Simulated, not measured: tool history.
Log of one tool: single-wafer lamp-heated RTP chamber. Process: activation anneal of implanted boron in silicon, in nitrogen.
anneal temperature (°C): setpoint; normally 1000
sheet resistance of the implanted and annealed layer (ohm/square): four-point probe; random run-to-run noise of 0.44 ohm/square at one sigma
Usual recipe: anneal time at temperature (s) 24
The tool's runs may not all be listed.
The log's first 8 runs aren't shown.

run	hour	anneal temperature (°C)	anneal time at temperature (s)	wafers since the last listed run	wafers since the last pyrometer calibration	wafers since the reflector plate was cleaned	hours since the gauge calibration	read-back reference wafer on the same gauge, sheet resistance	sheet resistance of the implanted and annealed layer (ohm/square)
9	494.8	1000	27	415	6013	6542	1172.2	102.02	110.07
10	575.2	1000	27	806	6819	7348	1252.6	102.02	109.99
# hour 646.2: pyrometer window cleaned and pyrometer calibrated
11	666.9	1000	27	839	207	8188	1344.3	101.95	109.73
12	706.4	1000	33	396	604	8584	1383.8	102.07	109.08
# hour 743.8: reflector plate cleaned
13	986.1	1000	33	2725	3329	2430	1663.5	102.02	110.62
14	1074.8	1000	33	889	4219	3320	1752.2	102.06	110.09
15	1157.1	1000	24	825	5044	4145	1834.5	102.02	111.67
16	1237.4	1008	24	805	5850	4951	1914.8	102.05	109.29
17	1306.7	982	33	695	6545	5646	1984.1	101.96	116.27
# hour 1317.7: pyrometer window cleaned and pyrometer calibrated
18	1394.3	982	33	798	768	6444	2071.7	101.98	116.61
19	1473.9	1000	24	798	1566	7243	2151.3	101.93	109.94
20	1553.8	1017	12	801	2368	8044	2231.2	101.97	109.21
21	1655.7	1000	24	1022	3390	9067	2333.1	101.98	109.97
22	1703.2	1000	24	476	3866	9543	2380.6	102.08	108.98
# hour 1813.9: reflector plate cleaned
23	1814.4	1008	12	1035	4902	4	2491.8	102.12	111.57
# hour 1832.0: gauge calibrated
24	1846.7	1012	15	324	5226	328	14.7	101.92	110.03
# hour 1997.7: pyrometer window cleaned and pyrometer calibrated
25	2153.1	990	28	2993	1558	3322	321.1	102.01	114.51
26	2207.7	1019	33	547	2106	3869	375.7	102.07	106.54
27	2280.2	1000	15	727	2833	4597	448.2	102.02	113.37
28	2366.7	1000	31	867	3701	5464	534.7	101.97	111.48
29	2455.3	1000	24	888	4590	6353	623.3	101.98	111.58
# hour 2747.4: pyrometer window cleaned and pyrometer calibrated
# hour 2747.7: reflector plate cleaned
30	2748.2	983	24	2855	5	5	916.2	101.94	119.28
31	2819.5	1011	20	715	720	720	987.5	102.00	109.37
32	2909.0	1000	24	897	1618	1618	1077.0	102.06	112.62

Each row is a separate what-if for the run after 32, all from the same tool condition, not one after another. Results?
A	2909.4	1000	24	4	1622	1622	1077.4	?	?
B	2909.4	1000	30	4	1622	1622	1077.4	?	?
C	2909.4	1000	17	4	1622	1622	1077.4	?	?
D	2909.4	1021	34	4	1622	1622	1077.4	?	?

run	read-back reference wafer on the same gauge, sheet resistance	sheet resistance of the implanted and annealed layer (ohm/square)
A	101.97	111.63
B	101.97	110.75
C	101.97	113.06
D	101.97	105.63
The same runs, with their run-to-run variation unchanged, on a tool lacking any hidden condition would have given:
run	sheet resistance of the implanted and annealed layer (ohm/square)
A	111.80
B	110.91
C	113.26
D	105.73

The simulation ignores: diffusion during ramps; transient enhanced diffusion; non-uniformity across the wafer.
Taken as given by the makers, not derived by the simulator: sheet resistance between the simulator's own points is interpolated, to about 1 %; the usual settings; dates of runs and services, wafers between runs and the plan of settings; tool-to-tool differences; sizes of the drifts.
